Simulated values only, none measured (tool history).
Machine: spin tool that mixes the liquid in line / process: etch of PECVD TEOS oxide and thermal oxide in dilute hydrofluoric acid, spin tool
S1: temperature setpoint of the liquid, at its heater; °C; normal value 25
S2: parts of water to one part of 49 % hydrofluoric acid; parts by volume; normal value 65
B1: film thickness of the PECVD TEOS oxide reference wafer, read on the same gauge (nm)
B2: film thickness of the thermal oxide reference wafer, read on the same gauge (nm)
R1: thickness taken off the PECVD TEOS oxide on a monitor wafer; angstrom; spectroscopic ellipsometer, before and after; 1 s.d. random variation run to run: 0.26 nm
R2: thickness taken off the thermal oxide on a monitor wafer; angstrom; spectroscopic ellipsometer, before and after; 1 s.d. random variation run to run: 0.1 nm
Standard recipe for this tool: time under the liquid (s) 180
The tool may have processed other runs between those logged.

run 1 day=0 | S1=25 S2=65 time_under_the_liquid_(s)=230 | B1=50.02 B2=110 | R1=354.2 R2=161
run 2 day=1.008 | S1=23 S2=65 time_under_the_liquid_(s)=180 | B1=50.01 B2=110 | R1=255.5 R2=118.4
run 3 day=2.004 | S1=25 S2=65 time_under_the_liquid_(s)=180 | B1=50 B2=109.99 | R1=273 R2=127.4
run 4 day=3.075 | S1=25 S2=65 time_under_the_liquid_(s)=180 | B1=50.01 B2=110 | R1=276.9 R2=127.5
run 5 day=4.421 | S1=25 S2=65 time_under_the_liquid_(s)=180 | B1=50.03 B2=109.99 | R1=271 R2=127.3
run 6 day=5.812 | S1=23.5 S2=65 time_under_the_liquid_(s)=150 | B1=50.01 B2=109.99 | R1=215.5 R2=100.6
-- day=6.783 thermometer replaced
run 7 day=6.904 | S1=23.5 S2=65 time_under_the_liquid_(s)=150 | B1=49.95 B2=110 | R1=218.4 R2=101.6
run 8 day=8.346 | S1=25 S2=65 time_under_the_liquid_(s)=180 | B1=49.98 B2=110.01 | R1=274.5 R2=128.5
run 9 day=9.758 | S1=25 S2=65 time_under_the_liquid_(s)=180 | B1=50 B2=109.97 | R1=278.6 R2=128.2
-- day=9.808 hydrofluoric acid flow meter replaced
run 10 day=10.304 | S1=25 S2=65 time_under_the_liquid_(s)=180 | B1=50.01 B2=109.99 | R1=274.4 R2=126.6
run 11 day=11.529 | S1=25 S2=65 time_under_the_liquid_(s)=180 | B1=49.99 B2=110.02 | R1=269.1 R2=125.5
-- day=11.783 gauge calibrated
run 12 day=12.738 | S1=22 S2=65 time_under_the_liquid_(s)=180 | B1=50.04 B2=110 | R1=240.6 R2=113.9

Expected results for the next run?
run 13 day=13.712 | S1=25 S2=65 time_under_the_liquid_(s)=180 | B1=? B2=? | R1=? R2=?

{"run 13": {"B1": 50.03, "B2": 110, "R1": 274, "R2": 128.9}}
On a tool with no hidden condition, and with the same random variation, this run would have come out at R1 274 angstrom, R2 128.9 angstrom.
